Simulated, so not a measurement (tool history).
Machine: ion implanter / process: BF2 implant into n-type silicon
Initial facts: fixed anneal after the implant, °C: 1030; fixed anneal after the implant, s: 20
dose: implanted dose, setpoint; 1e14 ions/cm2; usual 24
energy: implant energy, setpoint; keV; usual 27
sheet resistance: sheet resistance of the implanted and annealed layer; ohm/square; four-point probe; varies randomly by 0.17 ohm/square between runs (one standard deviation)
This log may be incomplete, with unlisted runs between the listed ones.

run	hour	dose	energy	read-back reference wafer on the same gauge, sheet resistance	sheet resistance
1	0	24	27	114.98	112.16
2	11.8	24	27	115.03	112.17
3	27.6	24	27	115.01	112.13
4	44.1	24	27	115.08	112.07
5	60.9	24	21	115.1	123.43
6	67.4	24	27	115.03	112.04
7	75	24	27	115	112.1
8	82.9	24	27	114.95	112.16
9	93.9	24	27	115.03	111.9
10	107.3	24	27	114.96	112.1
11	122.5	24	27	114.96	111.99
12	137.6	24	27	114.98	111.76
13	179	24	27	114.94	112
14	191.2	24	27	114.96	111.9
15	204.4	24	27	114.95	111.97
16	220.2	27.71	27	114.95	111.15
17	232.4	27.71	27	115.02	110.92
18	239.9	24	20	115.02	126.15
19	281.5	18.09	30.5	114.96	110.22
20	293.9	19.93	30.5	114.99	108.14
21	303.9	19.98	22.5	114.97	122.83
22	308.8	24	23.5	114.96	118.26
23	327.4	30.63	32	115.05	102.36
24	331.3	16.99	33	115.07	107.44
25	345	24	27	115.04	111.59
26	358.2	24	27	114.99	111.77
27	393.7	24	27	115.01	112.07
28	411.3	18.15	36.5	114.94	101.98
29	423.9	24	27	114.95	112.04
30	431.4	24	27	115.07	111.84
31	461.1	19.15	18.5	114.94	132.02
32	513.5	24	27	114.98	112.02
33	522.7	24	27	114.99	112.15
34	539.6	24	18	114.94	130.9
35	556.2	28.88	24	115	116.12
36	564.8	17.16	18	115.02	135.57
37	573	31	19.5	114.97	125.08
38	580.9	24	27	115.05	111.96

Between the runs listed above, the log contained 3 entries, not reproduced here. Where in the sequence does each belong, and how does what the log doesn't record of the tool's condition differ from the listed run before to the listed run after?
Runs 18 to 19: gauge calibrated (hour 257.9)
  the hidden state is the same at both runs
Runs 20 to 21: Faraday cup replaced and dose calibrated (hour 303.4)
  the hidden state is the same at both runs
Runs 22 to 23: extraction supply calibrated (hour 326.9)
  the hidden state is the same at both runs

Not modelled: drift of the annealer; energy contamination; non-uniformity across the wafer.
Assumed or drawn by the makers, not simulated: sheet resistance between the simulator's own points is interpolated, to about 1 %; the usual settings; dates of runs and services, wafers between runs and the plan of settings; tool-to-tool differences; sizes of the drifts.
